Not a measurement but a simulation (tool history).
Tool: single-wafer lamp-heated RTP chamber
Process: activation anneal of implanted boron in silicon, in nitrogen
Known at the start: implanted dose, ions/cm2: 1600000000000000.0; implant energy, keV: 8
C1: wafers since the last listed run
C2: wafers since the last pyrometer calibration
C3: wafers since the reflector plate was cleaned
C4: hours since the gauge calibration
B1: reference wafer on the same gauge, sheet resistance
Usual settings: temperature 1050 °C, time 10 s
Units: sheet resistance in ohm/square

Run 1, hour 0: usual settings; C1 0; C2 2477; C3 1220; C4 151.6; B1 88.86. Result: sheet resistance 106.14 ohm/square.
Run 2, hour 26.5: usual settings but temperature 1070 °C; C1 639; C2 3117; C3 1860; C4 178.1; B1 88.85. Result: sheet resistance 97.37 ohm/square.
At hour 61.1: pyrometer window cleaned and pyrometer calibrated.
Run 3, hour 61.6: usual settings but temperature 1070 °C; C1 654; C2 11; C3 2514; C4 213.2; B1 89.06. Result: sheet resistance 96.96 ohm/square.
Run 4, hour 67.4: usual settings but temperature 1070 °C; C1 140; C2 151; C3 2654; C4 219; B1 88.95. Result: sheet resistance 97.39 ohm/square.
Run 5, hour 92.2: usual settings but temperature 1062 °C; C1 598; C2 750; C3 3253; C4 243.8; B1 89.08. Result: sheet resistance 100.04 ohm/square.
Run 6, hour 122.1: usual settings but temperature 1062 °C; C1 721; C2 1471; C3 3975; C4 273.7; B1 89.18. Result: sheet resistance 100.07 ohm/square.
Run 7, hour 150.4: usual settings but temperature 1062 °C; C1 683; C2 2155; C3 4658; C4 302; B1 89.11. Result: sheet resistance 100.2 ohm/square.
Run 8, hour 164.2: usual settings but temperature 1073 °C; C1 333; C2 2488; C3 4991; C4 315.8; B1 88.87. Result: sheet resistance 94.67 ohm/square.
At hour 231.5: pyrometer window cleaned and pyrometer calibrated.
Run 9, hour 231.9: usual settings but temperature 1073 °C; C1 1441; C2 8; C3 6432; C4 383.5; B1 88.92. Result: sheet resistance 95.66 ohm/square.
Run 10, hour 249.8: usual settings; C1 432; C2 440; C3 6865; C4 401.4; B1 88.92. Result: sheet resistance 105.62 ohm/square.
Run 11, hour 285.6: usual settings; C1 864; C2 1305; C3 7729; C4 437.2; B1 89.07. Result: sheet resistance 104.37 ohm/square.
Run 12, hour 318.9: usual settings; C1 803; C2 2109; C3 8533; C4 470.5; B1 89. Result: sheet resistance 104.07 ohm/square.
Run 13, hour 350.5: usual settings but time 8 s; C1 762; C2 2872; C3 9296; C4 502.1; B1 89.12. Result: sheet resistance 107.45 ohm/square.
Run 14, hour 378.2: usual settings but time 8 s; C1 668; C2 3540; C3 9965; C4 529.8; B1 89.02. Result: sheet resistance 106.31 ohm/square.
Run 15, hour 403: usual settings but time 8 s; C1 598; C2 4139; C3 10563; C4 554.6; B1 88.96. Result: sheet resistance 106.8 ohm/square.
At hour 428.9: pyrometer window cleaned and pyrometer calibrated.
Run 16, hour 433.9: usual settings but time 5 s; C1 552; C2 120; C3 11116; C4 585.5; B1 89.14. Result: sheet resistance 111.13 ohm/square.
Run 17, hour 465.9: usual settings but time 5 s; C1 772; C2 892; C3 11889; C4 617.5; B1 89.17. Result: sheet resistance 109.59 ohm/square.
Run 18, hour 483.9: usual settings; C1 434; C2 1327; C3 12323; C4 635.5; B1 88.94. Result: sheet resistance 103.76 ohm/square.
At hour 511.3: gauge calibrated.
Run 19, hour 516.8: usual settings; C1 794; C2 2121; C3 13118; C4 5.5; B1 89.11. Result: sheet resistance 104.68 ohm/square.
Run 20, hour 546.1: usual settings but temperature 1070 °C, time 7 s; C1 707; C2 2829; C3 13825; C4 34.8; B1 89. Result: sheet resistance 99.02 ohm/square.
At hour 555.8: reflector plate cleaned.
Run 21, hour 581.3: usual settings but temperature 1076 °C, time 13 s; C1 656; C2 3485; C3 616; C4 70; B1 88.96. Result: sheet resistance 92.69 ohm/square.
At hour 613.3: pyrometer window cleaned and pyrometer calibrated.
Run 22, hour 615.9: usual settings but temperature 1032 °C; C1 642; C2 62; C3 1258; C4 104.6; B1 89.09. Result: sheet resistance 112.92 ohm/square.
Run 23, hour 656.5: usual settings but temperature 1027 °C, time 14 s; C1 980; C2 1043; C3 2238; C4 145.2; B1 88.8. Result: sheet resistance 111.82 ohm/square.
Run 24, hour 684.7: usual settings but temperature 1030 °C, time 6 s; C1 680; C2 1723; C3 2919; C4 173.4; B1 88.91. Result: sheet resistance 118.64 ohm/square.
Run 25, hour 708.2: usual settings; C1 567; C2 2291; C3 3486; C4 196.9; B1 89.12. Result: sheet resistance 105.37 ohm/square.
Run 26, hour 740.5: usual settings but temperature 1069 °C, time 13 s; C1 779; C2 3071; C3 4266; C4 229.2; B1 88.93. Result: sheet resistance 95.02 ohm/square.
Run 27, hour 776.5: usual settings but time 8 s; C1 869; C2 3940; C3 5135; C4 265.2; B1 88.9. Result: sheet resistance 107.27 ohm/square.
At hour 811.5: pyrometer window cleaned and pyrometer calibrated.
Run 28, hour 812: usual settings but temperature 1075 °C, time 8 s; C1 663; C2 13; C3 5799; C4 300.7; B1 89.03. Result: sheet resistance 97.45 ohm/square.
Run 29, hour 820.5: usual settings but temperature 1026 °C; C1 205; C2 218; C3 6004; C4 309.2; B1 88.98. Result: sheet resistance 115.13 ohm/square.
Run 30, hour 840.1: usual settings but temperature 1079 °C, time 4 s; C1 473; C2 691; C3 6478; C4 328.8; B1 88.95. Result: sheet resistance 101.52 ohm/square.
Run 31, hour 861: usual settings but time 15 s; C1 504; C2 1196; C3 6982; C4 349.7; B1 88.92. Result: sheet resistance 100 ohm/square.
Run 32, hour 944.1: usual settings; C1 2006; C2 3202; C3 8988; C4 432.8; B1 89. Result: sheet resistance 103.71 ohm/square.
Run 33, hour 973.6: usual settings but temperature 1030 °C, time 7 s; C1 712; C2 3914; C3 9701; C4 462.3; B1 88.91. Result: sheet resistance 116.2 ohm/square.
Run 34, hour 995.1: usual settings but temperature 1025 °C; C1 519; C2 4433; C3 10220; C4 483.8; B1 88.94. Result: sheet resistance 115.61 ohm/square.

Some steps in sheet resistance between neighbouring runs. How much of each would the tool show without its hidden state too (settings, what came in, random variation), and how much is left for the hidden state, with any gauge scatter that isn't in both results?
The hidden state here: true wafer temperature minus pyrometer reading, K; wafer temperature error from the tarnished reflector plate, K; gauge reads high (%).
Run 20 -> 21: temperature 1070 -> 1076, time 7 -> 13, reflector plate cleaned. sheet resistance -6.33 ohm/square: hidden state +2.28, all else -8.61.
Run 21 -> 22: temperature 1076 -> 1032, time 13 -> 10, pyrometer window cleaned and pyrometer calibrated. sheet resistance +20.23 ohm/square: hidden state -0.19, all else +20.42.
Run 28 -> 29: temperature 1075 -> 1026, time 8 -> 10. sheet resistance +17.68 ohm/square: hidden state -0.19, all else +17.87.
Run 29 -> 30: temperature 1026 -> 1079, time 10 -> 4. sheet resistance -13.61 ohm/square: hidden state +0.17, all else -13.78.
Run 30 -> 31: temperature 1079 -> 1050, time 4 -> 15. sheet resistance -1.52 ohm/square: hidden state -0.29, all else -1.23.
Run 31 -> 32: time 15 -> 10. sheet resistance +3.71 ohm/square: hidden state -0.32, all else +4.03.
